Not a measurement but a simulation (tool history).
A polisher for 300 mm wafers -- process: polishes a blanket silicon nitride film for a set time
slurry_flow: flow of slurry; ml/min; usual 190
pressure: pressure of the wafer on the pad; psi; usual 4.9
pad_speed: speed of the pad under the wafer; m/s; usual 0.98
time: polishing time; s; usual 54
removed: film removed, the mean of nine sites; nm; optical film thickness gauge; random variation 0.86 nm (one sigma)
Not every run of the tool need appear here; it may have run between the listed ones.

| run | hour | slurry_flow | pressure | pad_speed | time | wafers since the last listed run | wafers polished on this pad | hours since the slurry nozzle was cleaned | hours since the head pressure was calibrated | incoming thickness of the incoming film, nm | removed |
|---|---|---|---|---|---|---|---|---|---|---|---|
| 1 | 0 | 190 | 4.9 | 0.98 | 54 | 0 | 2057 | 790 | 76.7 | 359.2 | 124.2 |
|  | 71.8 | slurry nozzle cleaned |
| 2 | 72.3 | 190 | 4.9 | 0.98 | 54 | 657 | 2715 | 0.5 | 149 | 359.4 | 124.7 |
| 3 | 392.3 | 190 | 4.9 | 0.98 | 54 | 2950 | 5665 | 320.5 | 469 | 361.4 | 121 |
| 4 | 438.6 | 190 | 4.9 | 0.98 | 54 | 426 | 6092 | 366.8 | 515.3 | 363.5 | 120.3 |
| 5 | 476 | 190 | 4.9 | 0.98 | 54 | 344 | 6437 | 404.2 | 552.7 | 359.6 | 120.6 |
|  | 509.4 | worn pad replaced by a new one |
| 6 | 531.2 | 190 | 4.9 | 0.98 | 54 | 472 | 200 | 459.4 | 607.9 | 366.8 | 124.5 |
| 7 | 627.2 | 190 | 4.9 | 0.98 | 54 | 885 | 1086 | 555.4 | 703.9 | 359.5 | 122.6 |
| 8 | 667.7 | 190 | 4.9 | 0.98 | 54 | 373 | 1459 | 595.9 | 744.4 | 359.4 | 123.9 |
|  | 742.4 | head pressure recalibrated |
|  | 840.2 | slurry nozzle cleaned |
| 9 | 905.8 | 190 | 4.9 | 0.98 | 54 | 2167 | 3626 | 65.6 | 163.4 | 360.5 | 123.2 |
| 10 | 998.1 | 190 | 4.9 | 0.98 | 54 | 850 | 4477 | 157.9 | 255.7 | 360.1 | 122.9 |
| 11 | 1107.6 | 190 | 4.9 | 0.98 | 54 | 1009 | 5487 | 267.4 | 365.2 | 357.9 | 121.1 |
| 12 | 1183.6 | 175 | 4.9 | 0.98 | 54 | 700 | 6187 | 343.4 | 441.2 | 352.4 | 118.9 |
|  | 1220.2 | worn pad replaced by a new one |
| 13 | 1254.4 | 190 | 4 | 0.98 | 54 | 615 | 315 | 414.2 | 512 | 364.1 | 101.3 |
| 14 | 1318.9 | 190 | 4.9 | 0.98 | 54 | 594 | 909 | 478.7 | 576.5 | 356.9 | 124.9 |
| 15 | 1401.4 | 145 | 3.6 | 0.66 | 40 | 760 | 1670 | 561.2 | 659 | 355.3 | 50.3 |
| 16 | 1494.5 | 190 | 4.9 | 0.98 | 54 | 858 | 2528 | 654.3 | 752.1 | 364.5 | 124 |
|  | 1545.3 | head pressure recalibrated |
| 17 | 1578.5 | 190 | 3.7 | 0.98 | 63 | 755 | 3284 | 738.3 | 33.2 | 367.7 | 106.8 |
|  | 1629.3 | slurry nozzle cleaned |
| 18 | 1665.5 | 160 | 4.9 | 0.98 | 46 | 792 | 4077 | 36.2 | 120.2 | 361.2 | 101.7 |
| 19 | 1716.1 | 130 | 4.9 | 0.98 | 54 | 466 | 4544 | 86.8 | 170.8 | 363.8 | 115.5 |
| 20 | 1765.9 | 190 | 4.9 | 0.98 | 72 | 459 | 5003 | 136.6 | 220.6 | 360.3 | 159.2 |
| 21 | 1846.5 | 190 | 4.9 | 1.16 | 54 | 743 | 5746 | 217.2 | 301.2 | 353.9 | 135.1 |
|  | 2000.8 | worn pad replaced by a new one |
| 22 | 2024.1 | 190 | 4.9 | 0.98 | 54 | 1600 | 214 | 394.8 | 478.8 | 356.9 | 123.6 |
| 23 | 2106.9 | 170 | 4.4 | 1.3 | 46 | 763 | 978 | 477.6 | 561.6 | 361.4 | 115 |
| 24 | 2180.3 | 190 | 4.9 | 0.98 | 54 | 676 | 1654 | 551 | 635 | 356 | 125.4 |
| 25 | 2241.8 | 190 | 6.1 | 0.98 | 69 | 566 | 2221 | 612.5 | 696.5 | 359.2 | 200.1 |
| 26 | 2283.2 | 145 | 4.9 | 0.98 | 42 | 381 | 2603 | 653.9 | 737.9 | 356.7 | 93.4 |
|  | 2318.9 | head pressure recalibrated |
| 27 | 2366.8 | 175 | 4.9 | 0.84 | 72 | 752 | 3355 | 737.5 | 47.9 | 363.6 | 145.6 |
| 28 | 2406.5 | 190 | 4.9 | 0.98 | 54 | 365 | 3721 | 777.2 | 87.6 | 360.2 | 122.7 |
|  | 2441.3 | slurry nozzle cleaned |
| 29 | 2483.2 | 245 | 4.9 | 0.76 | 45 | 697 | 4419 | 41.9 | 164.3 | 360.2 | 87.8 |
| 30 | 2563.9 | 245 | 5.8 | 1.1 | 54 | 743 | 5163 | 122.6 | 245 | 367.8 | 158.7 |
| 31 | 2606.4 | 190 | 4.9 | 0.98 | 54 | 391 | 5555 | 165.1 | 287.5 | 354.7 | 120.4 |
| 32 | 2666.7 | 135 | 4 | 1.1 | 43 | 555 | 6111 | 225.4 | 347.8 | 355.5 | 81 |
| 33 | 2746.9 | 190 | 6.6 | 0.98 | 54 | 739 | 6850 | 305.6 | 428 | 357.7 | 160.9 |
|  | 2775 | worn pad replaced by a new one |
| 34 | 2793.4 | 190 | 6.3 | 0.98 | 54 | 391 | 169 | 352.1 | 474.5 | 357.9 | 161.6 |
| 35 | 2894.5 | 250 | 4 | 0.7 | 38 | 932 | 1101 | 453.2 | 575.6 | 352.4 | 58.3 |
| 36 | 2984.7 | 190 | 4.9 | 1.32 | 64 | 831 | 1933 | 543.4 | 665.8 | 364.6 | 182.6 |
|  | 3018.3 | head pressure recalibrated |
| 37 | 3023.6 | 240 | 4.9 | 1.16 | 61 | 340 | 2273 | 582.3 | 5.3 | 362.9 | 161.1 |

What would each run have given without the hidden state, its run-to-run variation left as it was?
Hidden state at play: removal rate lost through wear of the pad, %; slurry flow missing at the pad, %; deviation of the head's pressure from its setpoint, %.
| run | removed |
|---|---|
| 1 | 125.1 |
| 2 | 126 |
| 3 | 125.1 |
| 4 | 125.1 |
| 5 | 125.9 |
| 6 | 124.8 |
| 7 | 123 |
| 8 | 124.4 |
| 9 | 125 |
| 10 | 125.5 |
| 11 | 124.9 |
| 12 | 123.6 |
| 13 | 101.8 |
| 14 | 125.6 |
| 15 | 50.7 |
| 16 | 125.4 |
| 17 | 108.4 |
| 18 | 103.8 |
| 19 | 118.4 |
| 20 | 163.9 |
| 21 | 140.1 |
| 22 | 124 |
| 23 | 115.5 |
| 24 | 126.2 |
| 25 | 201.8 |
| 26 | 94.4 |
| 27 | 147.7 |
| 28 | 124.8 |
| 29 | 89.8 |
| 30 | 163.4 |
| 31 | 124.5 |
| 32 | 84.2 |
| 33 | 169.1 |
| 34 | 162.8 |
| 35 | 58.8 |
| 36 | 184.6 |
| 37 | 163.1 |
